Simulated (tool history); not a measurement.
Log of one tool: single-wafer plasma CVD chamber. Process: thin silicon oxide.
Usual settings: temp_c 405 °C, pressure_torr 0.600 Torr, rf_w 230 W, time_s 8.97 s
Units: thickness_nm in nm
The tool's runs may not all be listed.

run	day	temp_c	pressure_torr	rf_w	time_s	wafers since the last listed run	hours since the last thermocouple change	hours since the last RF generator calibration	hours since the last manometer calibration	hours since the showerhead was replaced	hours since the gauge calibration	read-back reference wafer on the same gauge, thickness_nm	thickness_nm
1	0.000	405	0.600	230	8.97	0	2895.1	628.5	574.5	6283.0	1473.4	10.854	10.029
2	3.171	405	0.600	230	8.97	2330	2971.2	704.6	650.6	6359.1	1549.5	10.836	9.987
# day 4.300: thermocouple changed; heater temperature recalibrated
3	7.571	405	0.600	230	8.97	2988	78.5	810.2	756.2	6464.7	1655.1	10.839	10.007
4	10.029	405	0.600	230	8.97	1806	137.5	869.2	815.2	6523.7	1714.1	10.826	9.979
# day 10.825: RF generator calibrated
5	11.888	405	0.600	230	8.97	1120	182.1	25.5	859.8	6568.3	1758.7	10.819	9.958
6	15.567	394	0.600	230	8.97	2703	270.4	113.8	948.1	6656.6	1847.0	10.830	10.082
7	17.883	405	0.600	230	8.97	1702	326.0	169.4	1003.7	6712.2	1902.6	10.805	9.945
8	20.371	405	0.600	230	8.97	1828	385.7	229.1	1063.4	6771.9	1962.3	10.798	9.935
9	21.933	405	0.671	230	8.97	1148	423.2	266.6	1100.9	6809.4	1999.8	10.804	11.092
10	23.979	405	0.600	230	8.97	1503	472.3	315.7	1150.0	6858.5	2048.9	10.784	9.996
11	25.888	405	0.534	230	8.97	1402	518.1	361.5	1195.8	6904.3	2094.7	10.776	8.800
# day 27.046: capacitance manometer re-zeroed and calibrated
12	28.600	405	0.600	220	8.97	1748	583.2	426.6	37.3	6969.4	2159.8	10.771	9.627
# day 29.742: showerhead replaced
13	30.217	405	0.600	250	7.32	943	622.0	465.4	76.1	11.4	2198.6	10.783	8.502
14	31.838	419	0.600	265	8.97	1191	660.9	504.3	115.0	50.3	2237.5	10.757	10.719
# day 33.871: gauge calibrated
15	34.217	405	0.600	195	8.97	1748	718.0	561.4	172.1	107.4	8.3	11.000	9.104
16	38.358	394	0.600	205	7.90	3043	817.4	660.8	271.5	206.8	107.7	10.992	8.288
17	41.329	405	0.600	230	8.97	2183	888.7	732.1	342.8	278.1	179.0	10.998	10.161
18	45.317	405	0.600	230	8.97	2930	984.4	827.8	438.5	373.8	274.7	10.978	10.145
# day 46.829: RF generator calibrated
19	49.125	405	0.600	230	8.97	2553	1075.8	55.1	529.9	465.2	366.1	10.985	10.135
20	62.029	405	0.600	275	8.97	9483	1385.5	364.8	839.6	774.9	675.8	10.935	11.111
21	65.054	405	0.674	230	8.97	2223	1458.1	437.4	912.2	847.5	748.4	10.916	11.296
22	68.121	405	0.536	230	8.97	2253	1531.7	511.0	985.8	921.1	822.0	10.908	9.001
23	71.871	405	0.640	265	8.97	2755	1621.7	601.0	1075.8	1011.1	912.0	10.906	11.582
24	74.933	405	0.600	230	10.71	2250	1695.2	674.5	1149.3	1084.6	985.5	10.897	11.983
25	77.396	412	0.517	255	9.95	1809	1754.3	733.6	1208.4	1143.7	1044.6	10.902	10.123
26	79.642	419	0.699	230	8.97	1650	1808.2	787.5	1262.3	1197.6	1098.5	10.884	11.568
27	83.658	405	0.600	230	8.97	2951	1904.6	883.9	1358.7	1294.0	1194.9	10.866	10.023
# day 84.342: RF generator calibrated
28	85.575	405	0.600	230	10.66	1163	1950.6	29.6	1404.7	1340.0	1240.9	10.876	11.898

Forecast each of these 4 alternatives for the next run:
A	85.592	405	0.496	230	8.97	12	1951.0	30.0	1405.1	1340.4	1241.3	?	?
B	85.592	401	0.705	270	9.94	12	1951.0	30.0	1405.1	1340.4	1241.3	?	?
C	85.592	411	0.600	230	8.97	12	1951.0	30.0	1405.1	1340.4	1241.3	?	?
D	85.592	399	0.649	195	8.97	12	1951.0	30.0	1405.1	1340.4	1241.3	?	?

run	read-back reference wafer on the same gauge, thickness_nm	thickness_nm
A	10.878	8.232
B	10.878	14.306
C	10.878	9.960
D	10.878	9.731
Without the tool's hidden state the same runs would have given:
run	thickness_nm
A	8.331
B	14.480
C	10.081
D	9.849
